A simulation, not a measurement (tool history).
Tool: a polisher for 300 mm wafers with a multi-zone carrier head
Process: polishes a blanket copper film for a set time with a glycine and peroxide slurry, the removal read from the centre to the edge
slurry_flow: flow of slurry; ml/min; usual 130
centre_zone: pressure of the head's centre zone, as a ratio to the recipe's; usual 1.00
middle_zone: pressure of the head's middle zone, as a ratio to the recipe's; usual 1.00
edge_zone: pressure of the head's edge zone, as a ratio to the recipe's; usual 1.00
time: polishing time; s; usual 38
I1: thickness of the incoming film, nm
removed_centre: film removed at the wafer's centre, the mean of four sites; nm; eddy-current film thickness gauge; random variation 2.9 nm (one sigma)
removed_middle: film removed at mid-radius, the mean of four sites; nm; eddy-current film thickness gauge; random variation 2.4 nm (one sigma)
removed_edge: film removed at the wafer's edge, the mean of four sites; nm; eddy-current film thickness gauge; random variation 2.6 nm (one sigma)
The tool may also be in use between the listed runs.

{"run": 1, "hour": 0.0, "slurry_flow": 130, "centre_zone": 1.0, "middle_zone": 1.0, "edge_zone": 1.0, "time": 38, "I1": 1948.3, "removed_centre": 200.0, "removed_middle": 206.8, "removed_edge": 202.2}
{"run": 2, "hour": 22.4, "slurry_flow": 130, "centre_zone": 1.0, "middle_zone": 1.0, "edge_zone": 1.0, "time": 38, "I1": 1913.1, "removed_centre": 204.7, "removed_middle": 199.9, "removed_edge": 205.5}
{"run": 3, "hour": 57.5, "slurry_flow": 130, "centre_zone": 1.0, "middle_zone": 1.05, "edge_zone": 1.0, "time": 38, "I1": 1883.4, "removed_centre": 201.8, "removed_middle": 211.1, "removed_edge": 203.2}
{"run": 4, "hour": 80.0, "slurry_flow": 130, "centre_zone": 1.0, "middle_zone": 1.0, "edge_zone": 1.0, "time": 38, "I1": 1899.4, "removed_centre": 209.3, "removed_middle": 204.4, "removed_edge": 200.9}
{"run": 5, "hour": 99.9, "slurry_flow": 130, "centre_zone": 1.05, "middle_zone": 1.0, "edge_zone": 1.0, "time": 38, "I1": 1929.9, "removed_centre": 210.0, "removed_middle": 203.4, "removed_edge": 199.2}
{"run": 6, "hour": 115.1, "slurry_flow": 130, "centre_zone": 1.0, "middle_zone": 0.93, "edge_zone": 1.08, "time": 38, "I1": 1929.3, "removed_centre": 206.5, "removed_middle": 192.7, "removed_edge": 204.2}
{"run": 7, "hour": 160.6, "slurry_flow": 130, "centre_zone": 1.0, "middle_zone": 1.0, "edge_zone": 1.0, "time": 29, "I1": 1920.2, "removed_centre": 153.4, "removed_middle": 157.4, "removed_edge": 154.2}
{"hour": 169.4, "done": "worn pad replaced by a new one"}
{"run": 8, "hour": 185.6, "slurry_flow": 130, "centre_zone": 1.0, "middle_zone": 1.0, "edge_zone": 1.0, "time": 38, "I1": 1918.6, "removed_centre": 208.0, "removed_middle": 205.8, "removed_edge": 197.0}
{"run": 9, "hour": 219.8, "slurry_flow": 155, "centre_zone": 1.06, "middle_zone": 1.0, "edge_zone": 0.9, "time": 45, "I1": 1911.2, "removed_centre": 259.7, "removed_middle": 249.9, "removed_edge": 237.3}
{"run": 10, "hour": 320.4, "slurry_flow": 130, "centre_zone": 0.93, "middle_zone": 1.0, "edge_zone": 1.0, "time": 44, "I1": 1920.3, "removed_centre": 216.6, "removed_middle": 235.2, "removed_edge": 234.0}
{"hour": 332.4, "done": "edge zone pressure recalibrated"}
{"run": 11, "hour": 339.3, "slurry_flow": 130, "centre_zone": 1.0, "middle_zone": 1.0, "edge_zone": 1.0, "time": 38, "I1": 1954.7, "removed_centre": 198.9, "removed_middle": 207.0, "removed_edge": 203.1}
{"hour": 358.6, "done": "carrier head's membrane replaced by a new one"}
{"run": 12, "hour": 428.4, "slurry_flow": 85, "centre_zone": 1.0, "middle_zone": 1.0, "edge_zone": 0.96, "time": 38, "I1": 1920.4, "removed_centre": 185.5, "removed_middle": 194.7, "removed_edge": 193.4}
{"run": 13, "hour": 442.7, "slurry_flow": 130, "centre_zone": 0.96, "middle_zone": 1.04, "edge_zone": 1.08, "time": 31, "I1": 1928.5, "removed_centre": 159.3, "removed_middle": 167.4, "removed_edge": 169.9}
{"hour": 465.9, "done": "worn pad replaced by a new one"}
{"run": 14, "hour": 477.4, "slurry_flow": 110, "centre_zone": 1.0, "middle_zone": 1.0, "edge_zone": 1.0, "time": 38, "I1": 1907.8, "removed_centre": 196.8, "removed_middle": 198.2, "removed_edge": 198.4}
{"run": 15, "hour": 489.6, "slurry_flow": 130, "centre_zone": 1.0, "middle_zone": 1.0, "edge_zone": 1.0, "time": 38, "I1": 1896.9, "removed_centre": 203.7, "removed_middle": 204.8, "removed_edge": 205.7}
{"run": 16, "hour": 523.2, "slurry_flow": 160, "centre_zone": 1.07, "middle_zone": 1.12, "edge_zone": 1.0, "time": 38, "I1": 1896.6, "removed_centre": 230.0, "removed_middle": 228.2, "removed_edge": 204.0}
{"run": 17, "hour": 537.3, "slurry_flow": 130, "centre_zone": 1.08, "middle_zone": 1.0, "edge_zone": 0.88, "time": 46, "I1": 1930.7, "removed_centre": 269.8, "removed_middle": 248.9, "removed_edge": 236.2}
{"run": 18, "hour": 549.8, "slurry_flow": 130, "centre_zone": 1.0, "middle_zone": 1.0, "edge_zone": 1.0, "time": 38, "I1": 1921.1, "removed_centre": 202.0, "removed_middle": 204.1, "removed_edge": 199.7}
{"run": 19, "hour": 567.5, "slurry_flow": 150, "centre_zone": 1.05, "middle_zone": 1.06, "edge_zone": 1.0, "time": 38, "I1": 1921.4, "removed_centre": 226.2, "removed_middle": 219.9, "removed_edge": 204.4}
{"run": 20, "hour": 597.2, "slurry_flow": 130, "centre_zone": 1.1, "middle_zone": 0.94, "edge_zone": 1.04, "time": 33, "I1": 1883.1, "removed_centre": 195.3, "removed_middle": 171.6, "removed_edge": 173.3}
{"hour": 667.1, "done": "centre zone pressure recalibrated"}
{"run": 21, "hour": 695.2, "slurry_flow": 130, "centre_zone": 1.0, "middle_zone": 1.07, "edge_zone": 1.0, "time": 38, "I1": 1904.5, "removed_centre": 206.1, "removed_middle": 217.2, "removed_edge": 204.4}
{"run": 22, "hour": 710.5, "slurry_flow": 130, "centre_zone": 1.0, "middle_zone": 1.0, "edge_zone": 1.0, "time": 48, "I1": 1900.7, "removed_centre": 260.6, "removed_middle": 256.3, "removed_edge": 258.9}
{"run": 23, "hour": 735.3, "slurry_flow": 130, "centre_zone": 1.04, "middle_zone": 0.92, "edge_zone": 1.04, "time": 51, "I1": 1946.2, "removed_centre": 280.4, "removed_middle": 252.8, "removed_edge": 276.5}

3 ways to go on from here, each from the tool as it stands after run 23. What would each give?
{"run": "A", "hour": 735.7, "slurry_flow": 130, "centre_zone": 1.0, "middle_zone": 1.0, "edge_zone": 1.11, "time": 38, "I1": 1899.0, "removed_centre": "?", "removed_middle": "?", "removed_edge": "?"}
{"run": "B", "hour": 735.7, "slurry_flow": 130, "centre_zone": 1.0, "middle_zone": 0.95, "edge_zone": 1.0, "time": 38, "I1": 1899.0, "removed_centre": "?", "removed_middle": "?", "removed_edge": "?"}
{"run": "C", "hour": 735.7, "slurry_flow": 130, "centre_zone": 1.0, "middle_zone": 1.0, "edge_zone": 1.05, "time": 38, "I1": 1899.0, "removed_centre": "?", "removed_middle": "?", "removed_edge": "?"}

run=A removed_centre=203.3 removed_middle=200.0 removed_edge=212.8
run=B removed_centre=203.2 removed_middle=192.0 removed_edge=205.5
run=C removed_centre=203.3 removed_middle=200.0 removed_edge=208.8
Without the tool's hidden state the same runs would have given:
run=A removed_centre=203.3 removed_middle=200.0 removed_edge=212.8
run=B removed_centre=203.2 removed_middle=192.0 removed_edge=205.5
run=C removed_centre=203.3 removed_middle=200.0 removed_edge=208.8

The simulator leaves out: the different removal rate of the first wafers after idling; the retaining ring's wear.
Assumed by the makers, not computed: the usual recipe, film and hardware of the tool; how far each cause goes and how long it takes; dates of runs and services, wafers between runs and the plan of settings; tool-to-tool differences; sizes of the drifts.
